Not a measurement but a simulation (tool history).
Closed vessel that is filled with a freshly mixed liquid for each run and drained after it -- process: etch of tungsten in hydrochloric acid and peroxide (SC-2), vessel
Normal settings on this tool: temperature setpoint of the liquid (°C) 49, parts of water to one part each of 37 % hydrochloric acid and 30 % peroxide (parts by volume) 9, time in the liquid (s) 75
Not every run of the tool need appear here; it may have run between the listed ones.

run	hour	temperature setpoint of the liquid (°C)	parts of water to one part each of 37 % hydrochloric acid and 30 % peroxide (parts by volume)	time in the liquid (s)	wafers since the last listed run	hours since the thermometer was replaced	hours since the chemicals flow meter was replaced	hours since the drum of peroxide was connected	hours since the gauge calibration	read-back film thickness of the tungsten reference wafer, read on the same gauge (nm)	thickness taken off the tungsten on a monitor wafer (nm)
1	0	49	9	75	0	600.9	1302	830.2	263.1	149.99	19.15
2	16.9	49	9	75	1418	617.8	1318.9	847.1	280	149.98	19.45
3	48.1	49	10	75	2619	649	1350.1	878.3	311.2	149.98	17.59
4	82.3	49	10	75	2871	683.2	1384.3	912.5	345.4	150	17.6
5	111.5	49	9	75	2451	712.4	1413.5	941.7	374.6	149.99	19.44
6	151.2	49	9	75	3333	752.1	1453.2	981.4	414.3	149.99	19.46
7	169.9	43	9	75	1569	770.8	1471.9	1000.1	433	149.98	13
# hour 171.7: gauge calibrated
8	195	43	9	75	2107	795.9	1497	1025.2	23.3	149.99	13.08
9	211	49	9	75	1343	811.9	1513	1041.2	39.3	150	19.61
10	224.3	49	13.5	105	1116	825.2	1526.3	1054.5	52.6	149.98	19.26
# hour 244.6: thermometer replaced
# hour 256.4: new drum of peroxide connected
# hour 275.4: chemicals flow meter replaced
11	289.4	42	9	75	5213	44.8	14	33	117.7	150.01	13.11
12	306.1	49	6.5	45	1402	61.5	30.7	49.7	134.4	150	16.51
13	319.9	43	9	75	1158	75.3	44.5	63.5	148.2	149.99	14.27
# hour 341: thermometer replaced, repeated, since the last time left the tool worse
14	355.2	44	7.5	35	2879	14.2	79.8	98.8	183.5	150.01	7.12
15	389.1	49	12	75	2846	48.1	113.7	132.7	217.4	150.02	14.53
16	410.9	42.5	9	75	1830	69.9	135.5	154.5	239.2	149.99	12
17	423.1	49	7.5	75	1024	82.1	147.7	166.7	251.4	150.03	21.48

Forecast each of these 3 alternatives for the next run:
A	423.8	49	9	75	58	82.8	148.4	167.4	252.1	?	?
B	423.8	55	12.5	60	58	82.8	148.4	167.4	252.1	?	?
C	423.8	49	4.5	75	58	82.8	148.4	167.4	252.1	?	?

run	read-back film thickness of the tungsten reference wafer, read on the same gauge (nm)	thickness taken off the tungsten on a monitor wafer (nm)
A	150	18.76
B	150	16.89
C	150	31.75
Without the tool's hidden state the same runs would have given:
run	thickness taken off the tungsten on a monitor wafer (nm)
A	18.26
B	16.46
C	30.91

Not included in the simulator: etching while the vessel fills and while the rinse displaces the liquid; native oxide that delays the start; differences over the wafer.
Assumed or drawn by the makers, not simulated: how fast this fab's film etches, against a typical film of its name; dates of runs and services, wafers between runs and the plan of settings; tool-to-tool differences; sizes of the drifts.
